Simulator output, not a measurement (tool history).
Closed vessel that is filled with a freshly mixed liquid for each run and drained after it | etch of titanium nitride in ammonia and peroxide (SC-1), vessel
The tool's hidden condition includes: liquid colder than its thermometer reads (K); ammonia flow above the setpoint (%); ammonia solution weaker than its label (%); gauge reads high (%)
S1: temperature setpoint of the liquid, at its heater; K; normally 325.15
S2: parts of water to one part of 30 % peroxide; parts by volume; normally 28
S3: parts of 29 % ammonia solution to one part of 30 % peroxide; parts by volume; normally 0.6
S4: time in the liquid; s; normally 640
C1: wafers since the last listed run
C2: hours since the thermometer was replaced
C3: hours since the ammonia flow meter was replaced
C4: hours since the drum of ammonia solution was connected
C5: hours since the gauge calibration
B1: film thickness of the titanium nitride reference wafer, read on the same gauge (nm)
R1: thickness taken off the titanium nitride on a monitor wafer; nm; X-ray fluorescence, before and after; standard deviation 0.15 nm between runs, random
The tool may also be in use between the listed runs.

Run 1, day 0: usual settings; C1 0; C2 1534.1; C3 1063.1; C4 1012.2; C5 531.9; B1 39.98. Result: R1 21.76 nm.
Run 2, day 0.729: usual settings but S4 535 s; C1 1601; C2 1551.6; C3 1080.6; C4 1029.7; C5 549.4; B1 40. Result: R1 18.13 nm.
Run 3, day 1.462: usual settings; C1 1611; C2 1569.2; C3 1098.2; C4 1047.3; C5 567; B1 39.99. Result: R1 21.75 nm.
Run 4, day 2.946: usual settings; C1 3258; C2 1604.8; C3 1133.8; C4 1082.9; C5 602.6; B1 39.99. Result: R1 21.42 nm.
Run 5, day 4.208: usual settings; C1 2773; C2 1635.1; C3 1164.1; C4 1113.2; C5 632.9; B1 39.97. Result: R1 21.39 nm.
At day 4.938: gauge calibrated.
Run 6, day 5.408: usual settings; C1 2636; C2 1663.9; C3 1192.9; C4 1142; C5 11.3; B1 40.04. Result: R1 21.5 nm.
Run 7, day 6.379: usual settings; C1 2132; C2 1687.2; C3 1216.2; C4 1165.3; C5 34.6; B1 40.04. Result: R1 21.54 nm.
At day 6.979: ammonia flow meter replaced.
Run 8, day 7.079: usual settings; C1 1446; C2 1704; C3 2.4; C4 1182.1; C5 51.4; B1 40.06. Result: R1 21.76 nm.
Run 9, day 7.808: usual settings but S1 320.15 K, S2 41.5 parts by volume, S3 0.4 parts by volume, S4 995 s; C1 1601; C2 1721.5; C3 19.9; C4 1199.6; C5 68.9; B1 40.01. Result: R1 17.34 nm.
Run 10, day 8.675: usual settings; C1 1904; C2 1742.3; C3 40.7; C4 1220.4; C5 89.7; B1 40.04. Result: R1 21.48 nm.
Run 11, day 9.242: usual settings but S1 329.65 K, S4 360 s; C1 1244; C2 1755.9; C3 54.3; C4 1234; C5 103.3; B1 40.07. Result: R1 16.27 nm.
At day 9.975: new drum of ammonia solution connected.
Run 12, day 10.392: usual settings but S1 333.65 K; C1 2434; C2 1783.5; C3 81.9; C4 10; C5 130.9; B1 40.01. Result: R1 37.36 nm.
Run 13, day 11.867: usual settings but S1 316.65 K, S3 0.85 parts by volume; C1 3240; C2 1818.9; C3 117.3; C4 45.4; C5 166.3; B1 39.95. Result: R1 12.59 nm.
Run 14, day 12.938: usual settings but S1 333.15 K, S2 38 parts by volume, S3 0.35 parts by volume, S4 870 s; C1 2352; C2 1844.6; C3 143; C4 71.1; C5 192; B1 39.97. Result: R1 37.74 nm.
At day 13.538: thermometer replaced.
Run 15, day 13.562: usual settings; C1 1281; C2 0.6; C3 158; C4 86.1; C5 207; B1 39.98. Result: R1 21.45 nm.
Run 16, day 14.954: usual settings; C1 3057; C2 34; C3 191.4; C4 119.5; C5 240.4; B1 40.04. Result: R1 21.69 nm.
Run 17, day 15.812: usual settings but S1 331.65 K, S2 33.5 parts by volume, S3 0.5 parts by volume, S4 390 s; C1 1885; C2 54.6; C3 212; C4 140.1; C5 261; B1 40.01. Result: R1 17.74 nm.
Run 18, day 16.458: usual settings; C1 1418; C2 70.1; C3 227.5; C4 155.6; C5 276.5; B1 39.93. Result: R1 21.48 nm.
Run 19, day 17.867: usual settings but S2 20 parts by volume, S4 750 s; C1 3094; C2 103.9; C3 261.3; C4 189.4; C5 310.3; B1 40.01. Result: R1 30.49 nm.
Run 20, day 19.175: usual settings but S1 333.15 K, S2 15 parts by volume, S3 0.8 parts by volume, S4 820 s; C1 2874; C2 135.3; C3 292.7; C4 220.8; C5 341.7; B1 39.98. Result: R1 70.28 nm.
Run 21, day 19.821: usual settings but S2 21 parts by volume, S3 0.7 parts by volume; C1 1418; C2 150.8; C3 308.2; C4 236.3; C5 357.2; B1 39.96. Result: R1 25.49 nm.
Run 22, day 20.892: usual settings but S1 332.15 K, S3 0.8 parts by volume; C1 2352; C2 176.5; C3 333.9; C4 262; C5 382.9; B1 39.96. Result: R1 35.8 nm.
Run 23, day 21.458: usual settings but S1 321.65 K, S3 0.7 parts by volume, S4 335 s; C1 1244; C2 190.1; C3 347.5; C4 275.6; C5 396.5; B1 40.01. Result: R1 9.14 nm.
Run 24, day 22.308: usual settings but S1 319.15 K, S2 20 parts by volume, S3 0.35 parts by volume, S4 860 s; C1 1867; C2 210.5; C3 367.9; C4 296; C5 416.9; B1 39.98. Result: R1 20.55 nm.
Run 25, day 23.138: usual settings but S2 32.5 parts by volume; C1 1821; C2 230.4; C3 387.8; C4 315.9; C5 436.8; B1 39.99. Result: R1 19.79 nm.
Run 26, day 24.279: usual settings; C1 2508; C2 257.8; C3 415.2; C4 343.3; C5 464.2; B1 40.04. Result: R1 21.43 nm.
Run 27, day 25.067: usual settings; C1 1730; C2 276.7; C3 434.1; C4 362.2; C5 483.1; B1 40.04. Result: R1 21.32 nm.

Forecast each of these 5 alternatives for the next run:
Run A, day 25.1: usual settings but S3 0.8 parts by volume; C1 73; C2 277.5; C3 434.9; C4 363; C5 483.9; B1 ?. Result: R1 ?.
Run B, day 25.1: usual settings but S1 318.65 K, S3 0.45 parts by volume; C1 73; C2 277.5; C3 434.9; C4 363; C5 483.9; B1 ?. Result: R1 ?.
Run C, day 25.1: usual settings but S4 810 s; C1 73; C2 277.5; C3 434.9; C4 363; C5 483.9; B1 ?. Result: R1 ?.
Run D, day 25.1: usual settings but S1 320.15 K, S2 22 parts by volume, S3 0.9 parts by volume, S4 320 s; C1 73; C2 277.5; C3 434.9; C4 363; C5 483.9; B1 ?. Result: R1 ?.
Run E, day 25.1: usual settings but S1 318.65 K, S2 36 parts by volume, S3 0.5 parts by volume, S4 975 s; C1 73; C2 277.5; C3 434.9; C4 363; C5 483.9; B1 ?. Result: R1 ?.

run     B1     R1
  A  40.03  22.46
  B  40.03  12.77
  C  40.03  26.94
  D  40.03   9.25
  E  40.03  17.19
What these runs would have given with no unlogged condition in the tool:
run     R1
  A  22.46
  B  12.77
  C  26.94
  D   9.25
  E  17.19
